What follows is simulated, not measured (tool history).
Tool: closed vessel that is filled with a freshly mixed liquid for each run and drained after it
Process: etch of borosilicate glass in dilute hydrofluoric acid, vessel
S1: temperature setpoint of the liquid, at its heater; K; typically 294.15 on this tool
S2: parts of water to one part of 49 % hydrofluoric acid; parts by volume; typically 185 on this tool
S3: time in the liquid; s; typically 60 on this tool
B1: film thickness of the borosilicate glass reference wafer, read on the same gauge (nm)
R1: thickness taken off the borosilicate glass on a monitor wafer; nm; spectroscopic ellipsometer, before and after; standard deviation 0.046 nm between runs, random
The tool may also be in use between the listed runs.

run,day,S1,S2,S3,B1,R1
1,0,298.15,150,60,60.02,12.7
2,0.529,298.15,150,60,59.97,12.57
3,1.212,294.15,185,60,59.97,8.47
4,1.525,294.15,185,60,59.97,8.6
5,1.988,294.15,185,60,60.01,8.63
6,2.329,294.15,185,60,60.01,8.55
7,2.942,294.15,185,60,60,8.59
8,3.329,294.15,185,60,60.03,8.59
9,3.917,294.15,185,60,60.02,8.51
10,4.533,292.65,185,60,60.01,8.05
11,4.867,292.65,185,60,59.96,8.1
12,5.129,292.65,185,60,60.01,8.16
# day 5.379: thermometer replaced
13,5.612,297.65,185,60,59.99,9.01
# day 5.638: gauge calibrated
14,6.138,294.15,95,60,59.96,16.78
15,6.588,294.15,185,60,60.02,7.8
16,7.312,291.65,240,60,59.99,5.23
17,7.792,291.15,185,40,60.01,4.66
18,8.458,294.15,185,60,60.03,7.83
# day 8.908: hydrofluoric acid flow meter replaced
19,9.783,291.65,240,60,60,5.21
20,10.062,294.15,185,60,59.99,7.89
21,10.6,297.15,130,35,60.01,7.72
22,11.146,291.15,215,30,60.01,2.89
23,11.775,292.15,185,60,59.99,7.31
24,12.204,299.15,270,90,59.99,8.79
25,12.471,294.15,95,60,60.05,16.87
26,14.346,294.15,245,60,60,5.63
27,15.083,292.15,185,60,60.05,7.3
28,15.367,290.15,115,90,60.01,17.42
29,15.996,294.15,150,60,60.03,10.13
30,16.321,291.15,230,30,60.03,2.73
31,16.892,290.15,245,85,59.99,6.83
32,17.583,296.65,110,80,59.95,21.28

Predict each of these 5 candidate next runs independently; none follows another, all start after run 32:
A,17.612,294.15,185,40,?,?
B,17.612,291.65,185,35,?,?
C,17.612,294.15,185,45,?,?
D,17.612,294.15,220,60,?,?
E,17.612,298.65,275,40,?,?

run,B1,R1
A,60.03,5.3
B,60.03,4.21
C,60.03,5.96
D,60.03,6.45
E,60.03,3.83
Take away the tool's hidden state, keep each run's random variation, and the runs would have read:
run,R1
A,5.22
B,4.14
C,5.87
D,6.35
E,3.77
